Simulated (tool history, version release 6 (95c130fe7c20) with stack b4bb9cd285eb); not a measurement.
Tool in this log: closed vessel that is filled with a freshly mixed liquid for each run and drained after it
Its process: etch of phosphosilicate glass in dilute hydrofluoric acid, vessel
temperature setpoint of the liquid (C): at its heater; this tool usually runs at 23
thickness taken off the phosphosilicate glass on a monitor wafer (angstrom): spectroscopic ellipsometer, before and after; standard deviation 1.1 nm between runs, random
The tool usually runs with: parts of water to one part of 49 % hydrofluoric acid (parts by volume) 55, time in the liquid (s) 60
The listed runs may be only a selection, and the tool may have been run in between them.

run,hour,temperature setpoint of the liquid (C),parts of water to one part of 49 % hydrofluoric acid (parts by volume),time in the liquid (s),"read-back film thickness of the phosphosilicate glass reference wafer, read on the same gauge (nm)",thickness taken off the phosphosilicate glass on a monitor wafer (angstrom)
1,0,23,55,60,40.01,1987
2,17.8,23,55,60,40.02,1991.7
3,38,23,55,60,40,1992.2
4,71.1,23,55,60,40,1952.7
5,103.8,23,55,60,40,1971.6
6,122.8,23,55,60,39.97,1968.4
7,144.9,23,55,60,40,1959.9
8,168.9,23,55,60,40,1951.5
# hour 193.2: thermometer replaced
# hour 196.6: gauge calibrated
9,200.2,21,40,85,40.05,3566.5
10,230.1,23,55,45,40.02,1471.4
# hour 238.5: hydrofluoric acid flow meter replaced
11,244.7,25.5,55,60,39.95,1966.3
12,261.2,20,55,60,40.01,1567.5
13,279.7,19,70,60,40,1171.1
14,293.3,23,65,60,40,1505
15,323.7,26.5,70,80,39.99,2097.5
# hour 331.2: hydrofluoric acid flow meter replaced, repeated, since the last time left the tool worse
16,387.5,23,55,60,40,2134.3

Run-by-run hidden state of the tool:
liquid hotter than its thermometer reads (K): 0, the same for each run
gauge reads high (%): 0, the same for each run
H1: hydrofluoric acid flow below the setpoint (%)
run,H1
1,7.59
2,7.65
3,7.72
4,7.83
5,7.94
6,8.01
7,8.08
8,8.17
9,8.27
10,8.37
11,15.3
12,15.4
13,15.4
14,15.5
15,15.6
16,0.257
